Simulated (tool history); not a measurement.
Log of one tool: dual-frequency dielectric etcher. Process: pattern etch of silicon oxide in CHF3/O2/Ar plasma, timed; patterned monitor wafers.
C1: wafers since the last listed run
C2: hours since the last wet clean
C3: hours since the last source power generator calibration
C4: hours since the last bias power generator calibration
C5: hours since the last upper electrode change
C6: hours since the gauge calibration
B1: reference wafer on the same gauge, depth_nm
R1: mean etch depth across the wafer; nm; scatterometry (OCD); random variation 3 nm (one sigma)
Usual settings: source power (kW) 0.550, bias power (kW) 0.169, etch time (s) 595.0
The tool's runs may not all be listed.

Run 1, hour 0.0: usual settings but source power (kW) 0.490; C1 0; C2 310.0; C3 3187.5; C4 4457.8; C5 4907.4; C6 199.4; B1 1049.4. Result: R1 1012.4 nm.
At hour 6.4: bias power generator calibrated.
At hour 29.6: upper electrode replaced.
Run 2, hour 30.1: usual settings but source power (kW) 0.490; C1 9; C2 340.1; C3 3217.6; C4 23.7; C5 0.5; C6 229.5; B1 1050.4. Result: R1 1012.2 nm.
Run 3, hour 30.6: usual settings but source power (kW) 0.640; C1 1; C2 340.6; C3 3218.1; C4 24.2; C5 1.0; C6 230.0; B1 1049.9. Result: R1 1111.8 nm.
Run 4, hour 31.1: usual settings but source power (kW) 0.640; C1 1; C2 341.1; C3 3218.6; C4 24.7; C5 1.5; C6 230.5; B1 1050.8. Result: R1 1103.4 nm.
Run 5, hour 39.7: usual settings but source power (kW) 0.640; C1 28; C2 349.7; C3 3227.2; C4 33.3; C5 10.1; C6 239.1; B1 1049.9. Result: R1 1108.5 nm.
At hour 51.1: source power generator calibrated.
Run 6, hour 51.6: usual settings; C1 26; C2 361.6; C3 0.5; C4 45.2; C5 22.0; C6 251.0; B1 1049.8. Result: R1 1050.9 nm.
Run 7, hour 63.6: usual settings but source power (kW) 0.660, bias power (kW) 0.205, etch time (s) 451.5; C1 39; C2 373.6; C3 12.5; C4 57.2; C5 34.0; C6 263.0; B1 1049.6. Result: R1 897.4 nm.
Run 8, hour 76.3: usual settings; C1 41; C2 386.3; C3 25.2; C4 69.9; C5 46.7; C6 275.7; B1 1050.6. Result: R1 1055.7 nm.
Run 9, hour 90.4: usual settings; C1 46; C2 400.4; C3 39.3; C4 84.0; C5 60.8; C6 289.8; B1 1050.9. Result: R1 1058.0 nm.
Run 10, hour 101.4: usual settings but source power (kW) 0.480, bias power (kW) 0.210, etch time (s) 648.5; C1 36; C2 411.4; C3 50.3; C4 95.0; C5 71.8; C6 300.8; B1 1049.3. Result: R1 1171.2 nm.
Run 11, hour 114.6: usual settings; C1 43; C2 424.6; C3 63.5; C4 108.2; C5 85.0; C6 314.0; B1 1049.4. Result: R1 1053.0 nm.
At hour 115.1: gauge calibrated.
Run 12, hour 122.8: usual settings; C1 27; C2 432.8; C3 71.7; C4 116.4; C5 93.2; C6 7.7; B1 1048.7. Result: R1 1049.8 nm.
Run 13, hour 138.0: usual settings; C1 50; C2 448.0; C3 86.9; C4 131.6; C5 108.4; C6 22.9; B1 1049.1. Result: R1 1054.5 nm.
Run 14, hour 144.9: usual settings but source power (kW) 0.500; C1 22; C2 454.9; C3 93.8; C4 138.5; C5 115.3; C6 29.8; B1 1050.4. Result: R1 1024.5 nm.
Run 15, hour 154.0: usual settings but etch time (s) 663.0; C1 29; C2 464.0; C3 102.9; C4 147.6; C5 124.4; C6 38.9; B1 1050.6. Result: R1 1183.4 nm.
Run 16, hour 160.4: usual settings; C1 21; C2 470.4; C3 109.3; C4 154.0; C5 130.8; C6 45.3; B1 1049.0. Result: R1 1055.8 nm.
Run 17, hour 177.7: usual settings but source power (kW) 0.620, etch time (s) 652.0; C1 57; C2 487.7; C3 126.6; C4 171.3; C5 148.1; C6 62.6; B1 1050.4. Result: R1 1202.4 nm.
Run 18, hour 192.0: usual settings but etch time (s) 686.5; C1 47; C2 502.0; C3 140.9; C4 185.6; C5 162.4; C6 76.9; B1 1048.5. Result: R1 1219.3 nm.
At hour 220.4: wet clean of the chamber.
Run 19, hour 232.9: usual settings; C1 55; C2 12.5; C3 181.8; C4 226.5; C5 203.3; C6 117.8; B1 1050.4. Result: R1 1032.6 nm.
Run 20, hour 241.9: usual settings but etch time (s) 417.0; C1 29; C2 21.5; C3 190.8; C4 235.5; C5 212.3; C6 126.8; B1 1050.7. Result: R1 724.6 nm.
Run 21, hour 258.3: usual settings but bias power (kW) 0.199, etch time (s) 697.0; C1 54; C2 37.9; C3 207.2; C4 251.9; C5 228.7; C6 143.2; B1 1050.0. Result: R1 1280.7 nm.
Run 22, hour 274.8: usual settings but etch time (s) 758.0; C1 54; C2 54.4; C3 223.7; C4 268.4; C5 245.2; C6 159.7; B1 1049.6. Result: R1 1329.1 nm.
Run 23, hour 292.7: usual settings but bias power (kW) 0.158; C1 58; C2 72.3; C3 241.6; C4 286.3; C5 263.1; C6 177.6; B1 1050.8. Result: R1 1019.3 nm.
Run 24, hour 310.5: usual settings; C1 58; C2 90.1; C3 259.4; C4 304.1; C5 280.9; C6 195.4; B1 1050.5. Result: R1 1045.1 nm.
Run 25, hour 318.3: usual settings but bias power (kW) 0.151, etch time (s) 521.0; C1 25; C2 97.9; C3 267.2; C4 311.9; C5 288.7; C6 203.2; B1 1051.1. Result: R1 881.9 nm.
Run 26, hour 333.1: usual settings but etch time (s) 437.5; C1 48; C2 112.7; C3 282.0; C4 326.7; C5 303.5; C6 218.0; B1 1051.0. Result: R1 765.2 nm.
Run 27, hour 340.7: usual settings but etch time (s) 702.5; C1 25; C2 120.3; C3 289.6; C4 334.3; C5 311.1; C6 225.6; B1 1049.0. Result: R1 1231.6 nm.
Run 28, hour 352.6: usual settings but source power (kW) 0.420; C1 39; C2 132.2; C3 301.5; C4 346.2; C5 323.0; C6 237.5; B1 1049.0. Result: R1 955.7 nm.
Run 29, hour 366.9: usual settings; C1 47; C2 146.5; C3 315.8; C4 360.5; C5 337.3; C6 251.8; B1 1050.1. Result: R1 1041.6 nm.

Forecast each of these 5 alternatives for the next run:
Run A, hour 367.5: usual settings; C1 1; C2 147.1; C3 316.4; C4 361.1; C5 337.9; C6 252.4; B1 ?. Result: R1 ?.
Run B, hour 367.5: usual settings but source power (kW) 0.460, bias power (kW) 0.188, etch time (s) 669.0; C1 1; C2 147.1; C3 316.4; C4 361.1; C5 337.9; C6 252.4; B1 ?. Result: R1 ?.
Run C, hour 367.5: usual settings but source power (kW) 0.410, bias power (kW) 0.185; C1 1; C2 147.1; C3 316.4; C4 361.1; C5 337.9; C6 252.4; B1 ?. Result: R1 ?.
Run D, hour 367.5: usual settings but bias power (kW) 0.127; C1 1; C2 147.1; C3 316.4; C4 361.1; C5 337.9; C6 252.4; B1 ?. Result: R1 ?.
Run E, hour 367.5: usual settings but source power (kW) 0.440; C1 1; C2 147.1; C3 316.4; C4 361.1; C5 337.9; C6 252.4; B1 ?. Result: R1 ?.

run      B1      R1
  A  1050.7  1043.7
  B  1050.7  1140.3
  C  1050.7   973.4
  D  1050.7   970.0
  E  1050.7   970.6
Without the tool's hidden state the same runs would have given:
run      R1
  A  1042.1
  B  1138.5
  C   971.8
  D   968.5
  E   969.1
